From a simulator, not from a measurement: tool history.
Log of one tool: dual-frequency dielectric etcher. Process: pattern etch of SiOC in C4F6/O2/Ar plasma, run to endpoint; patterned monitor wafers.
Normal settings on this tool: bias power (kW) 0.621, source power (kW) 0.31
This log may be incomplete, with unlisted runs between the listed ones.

run     day  bias power (kW)  source power (kW)  incoming incoming film thickness, nm  endpoint time (s)
  1       0            0.621               0.31                                 43.58               15.4
  2   1.158            0.621               0.31                                 43.92               15.5
      4.792  -- wet clean of the chamber
  3   4.812            0.621               0.31                                 43.94               15.7
  4    5.55            0.621               0.31                                 43.67               15.5
  5   7.733            0.621               0.31                                 43.76               15.4
  6   8.942            0.621               0.31                                 43.67               15.5
  7    11.6            0.621               0.31                                 43.47               15.4
  8  12.758            0.621               0.31                                 43.72               15.5
  9  14.762            0.621               0.31                                 43.46               15.3
 10  17.542            0.621               0.31                                 42.99               15.2
 11  20.217            0.621               0.31                                 43.82               15.4
 12  22.925            0.621               0.31                                 43.29               15.4
 13  25.721            0.621               0.31                                 43.98               15.6
 14  27.108            0.621               0.31                                 43.87               15.6
 15  28.117            0.621               0.31                                 43.91               15.6
     30.292  -- wet clean of the chamber
 16  30.312            0.621               0.31                                 43.27               15.3
     31.033  -- bias power generator calibrated
 17  31.983            0.523               0.37                                  43.8               16.5
     33.121  -- source power generator calibrated
 18  33.633            0.621               0.31                                 43.76               15.5
 19  36.108            0.489               0.36                                 43.37               17.3
 20  38.754            0.749               0.34                                 43.73               13.5
 21  40.017            0.473               0.35                                 43.78                 18
     41.212  -- upper electrode replaced
 22  42.629            0.568               0.26                                 44.16               17.3
 23  44.558            0.621               0.23                                  43.3               16.5
 24  45.796            0.565               0.35                                 43.33               15.7
 25  48.429            0.537               0.33                                 43.38               16.6
 26  50.275            0.621               0.31                                 43.75               15.4
 27  56.408            0.621               0.31                                 43.45               15.4
      58.65  -- wet clean of the chamber
 28  58.671            0.484               0.36                                 43.51               17.4
 29   59.55            0.716               0.28                                 43.92               14.7
 30  60.967            0.513               0.31                                  43.8               17.5

Each row is a separate what-if for the run after 30, all from the same tool condition, not one after another. Results?
  A  60.983            0.555               0.31                                 43.55                  ?
  B  60.983            0.621               0.35                                 43.55                  ?
  C  60.983            0.765               0.35                                 43.55                  ?

run  endpoint time (s)
  A               16.5
  B               14.9
  C               13.1
Stripped of hidden state, with their random variation kept, the same runs would have yielded:
run  endpoint time (s)
  A               16.5
  B               14.9
  C               13.1
